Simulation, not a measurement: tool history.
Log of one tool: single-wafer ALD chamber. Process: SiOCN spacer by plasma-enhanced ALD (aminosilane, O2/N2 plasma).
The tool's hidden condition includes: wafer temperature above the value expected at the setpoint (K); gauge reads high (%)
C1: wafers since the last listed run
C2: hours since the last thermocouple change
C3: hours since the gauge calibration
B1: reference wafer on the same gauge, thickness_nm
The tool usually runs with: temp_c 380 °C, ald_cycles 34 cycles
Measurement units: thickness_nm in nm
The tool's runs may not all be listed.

run 1 hour=0.0 | temp_c=380 ald_cycles=34 | C1=0 C2=708.8 C3=199.5 | B1=2.099 | thickness_nm=2.053
run 2 hour=35.5 | temp_c=380 ald_cycles=34 | C1=277 C2=744.3 C3=235.0 | B1=2.100 | thickness_nm=2.072
run 3 hour=97.9 | temp_c=380 ald_cycles=34 | C1=487 C2=806.7 C3=297.4 | B1=2.100 | thickness_nm=2.064
run 4 hour=148.6 | temp_c=380 ald_cycles=34 | C1=395 C2=857.4 C3=348.1 | B1=2.100 | thickness_nm=2.063
run 5 hour=219.6 | temp_c=380 ald_cycles=34 | C1=554 C2=928.4 C3=419.1 | B1=2.100 | thickness_nm=2.056
run 6 hour=274.6 | temp_c=380 ald_cycles=34 | C1=429 C2=983.4 C3=474.1 | B1=2.101 | thickness_nm=2.058
run 7 hour=331.5 | temp_c=380 ald_cycles=34 | C1=444 C2=1040.3 C3=531.0 | B1=2.100 | thickness_nm=2.058
run 8 hour=396.5 | temp_c=380 ald_cycles=34 | C1=507 C2=1105.3 C3=596.0 | B1=2.101 | thickness_nm=2.059
run 9 hour=462.3 | temp_c=380 ald_cycles=34 | C1=513 C2=1171.1 C3=661.8 | B1=2.101 | thickness_nm=2.050
run 10 hour=497.4 | temp_c=380 ald_cycles=34 | C1=274 C2=1206.2 C3=696.9 | B1=2.100 | thickness_nm=2.054
run 11 hour=535.9 | temp_c=380 ald_cycles=34 | C1=300 C2=1244.7 C3=735.4 | B1=2.100 | thickness_nm=2.050
run 12 hour=585.2 | temp_c=380 ald_cycles=34 | C1=384 C2=1294.0 C3=784.7 | B1=2.100 | thickness_nm=2.054
run 13 hour=610.1 | temp_c=380 ald_cycles=34 | C1=194 C2=1318.9 C3=809.6 | B1=2.100 | thickness_nm=2.057
run 14 hour=653.8 | temp_c=380 ald_cycles=34 | C1=341 C2=1362.6 C3=853.3 | B1=2.100 | thickness_nm=2.056
run 15 hour=707.6 | temp_c=380 ald_cycles=34 | C1=419 C2=1416.4 C3=907.1 | B1=2.101 | thickness_nm=2.058
run 16 hour=742.5 | temp_c=380 ald_cycles=36 | C1=272 C2=1451.3 C3=942.0 | B1=2.100 | thickness_nm=2.181
run 17 hour=813.9 | temp_c=380 ald_cycles=34 | C1=557 C2=1522.7 C3=1013.4 | B1=2.100 | thickness_nm=2.060
run 18 hour=850.2 | temp_c=380 ald_cycles=34 | C1=283 C2=1559.0 C3=1049.7 | B1=2.099 | thickness_nm=2.072
run 19 hour=900.3 | temp_c=387 ald_cycles=34 | C1=391 C2=1609.1 C3=1099.8 | B1=2.099 | thickness_nm=2.054
run 20 hour=954.4 | temp_c=388 ald_cycles=37 | C1=422 C2=1663.2 C3=1153.9 | B1=2.100 | thickness_nm=2.240
run 21 hour=1024.8 | temp_c=388 ald_cycles=37 | C1=549 C2=1733.6 C3=1224.3 | B1=2.099 | thickness_nm=2.235
run 22 hour=1081.9 | temp_c=388 ald_cycles=37 | C1=445 C2=1790.7 C3=1281.4 | B1=2.100 | thickness_nm=2.247
run 23 hour=1140.6 | temp_c=380 ald_cycles=34 | C1=458 C2=1849.4 C3=1340.1 | B1=2.100 | thickness_nm=2.058
run 24 hour=1178.5 | temp_c=367 ald_cycles=34 | C1=295 C2=1887.3 C3=1378.0 | B1=2.101 | thickness_nm=2.057
run 25 hour=1224.5 | temp_c=387 ald_cycles=36 | C1=359 C2=1933.3 C3=1424.0 | B1=2.100 | thickness_nm=2.191
-- hour=1249.3 gauge calibrated
run 26 hour=1282.8 | temp_c=380 ald_cycles=34 | C1=455 C2=1991.6 C3=33.5 | B1=2.100 | thickness_nm=2.056
run 27 hour=1328.6 | temp_c=380 ald_cycles=34 | C1=357 C2=2037.4 C3=79.3 | B1=2.100 | thickness_nm=2.054
run 28 hour=1370.1 | temp_c=380 ald_cycles=34 | C1=323 C2=2078.9 C3=120.8 | B1=2.100 | thickness_nm=2.058
run 29 hour=1428.3 | temp_c=380 ald_cycles=30 | C1=454 C2=2137.1 C3=179.0 | B1=2.100 | thickness_nm=1.818
run 30 hour=1492.1 | temp_c=385 ald_cycles=29 | C1=498 C2=2200.9 C3=242.8 | B1=2.101 | thickness_nm=1.754
run 31 hour=1558.9 | temp_c=368 ald_cycles=28 | C1=521 C2=2267.7 C3=309.6 | B1=2.101 | thickness_nm=1.695
-- hour=1571.5 thermocouple changed; heater temperature recalibrated
run 32 hour=1590.1 | temp_c=366 ald_cycles=32 | C1=181 C2=18.6 C3=340.8 | B1=2.100 | thickness_nm=1.937
run 33 hour=1629.4 | temp_c=371 ald_cycles=40 | C1=306 C2=57.9 C3=380.1 | B1=2.100 | thickness_nm=2.429
run 34 hour=1673.4 | temp_c=380 ald_cycles=34 | C1=343 C2=101.9 C3=424.1 | B1=2.100 | thickness_nm=2.058
run 35 hour=1718.4 | temp_c=369 ald_cycles=37 | C1=351 C2=146.9 C3=469.1 | B1=2.100 | thickness_nm=2.249
run 36 hour=1760.1 | temp_c=394 ald_cycles=38 | C1=325 C2=188.6 C3=510.8 | B1=2.100 | thickness_nm=2.305
run 37 hour=1791.1 | temp_c=371 ald_cycles=30 | C1=242 C2=219.6 C3=541.8 | B1=2.101 | thickness_nm=1.821
run 38 hour=1847.5 | temp_c=380 ald_cycles=34 | C1=440 C2=276.0 C3=598.2 | B1=2.099 | thickness_nm=2.059
run 39 hour=1912.6 | temp_c=380 ald_cycles=34 | C1=508 C2=341.1 C3=663.3 | B1=2.100 | thickness_nm=2.055
run 40 hour=1944.7 | temp_c=367 ald_cycles=36 | C1=250 C2=373.2 C3=695.4 | B1=2.099 | thickness_nm=2.181
run 41 hour=1970.0 | temp_c=384 ald_cycles=40 | C1=197 C2=398.5 C3=720.7 | B1=2.100 | thickness_nm=2.423
run 42 hour=2029.6 | temp_c=380 ald_cycles=34 | C1=465 C2=458.1 C3=780.3 | B1=2.100 | thickness_nm=2.054
run 43 hour=2065.8 | temp_c=371 ald_cycles=39 | C1=282 C2=494.3 C3=816.5 | B1=2.100 | thickness_nm=2.348
run 44 hour=2100.1 | temp_c=369 ald_cycles=27 | C1=267 C2=528.6 C3=850.8 | B1=2.100 | thickness_nm=1.629

Forecast each of these 5 alternatives for the next run:
run A hour=2100.6 | temp_c=380 ald_cycles=34 | C1=3 C2=529.1 C3=851.3 | B1=? | thickness_nm=?
run B hour=2100.6 | temp_c=380 ald_cycles=40 | C1=3 C2=529.1 C3=851.3 | B1=? | thickness_nm=?
run C hour=2100.6 | temp_c=380 ald_cycles=37 | C1=3 C2=529.1 C3=851.3 | B1=? | thickness_nm=?
run D hour=2100.6 | temp_c=370 ald_cycles=36 | C1=3 C2=529.1 C3=851.3 | B1=? | thickness_nm=?
run E hour=2100.6 | temp_c=372 ald_cycles=30 | C1=3 C2=529.1 C3=851.3 | B1=? | thickness_nm=?

run=A B1=2.099 thickness_nm=2.052
run=B B1=2.099 thickness_nm=2.414
run=C B1=2.099 thickness_nm=2.233
run=D B1=2.099 thickness_nm=2.173
run=E B1=2.099 thickness_nm=1.811
Without the tool's hidden state the same runs would have given:
run=A thickness_nm=2.052
run=B thickness_nm=2.414
run=C thickness_nm=2.233
run=D thickness_nm=2.173
run=E thickness_nm=1.811
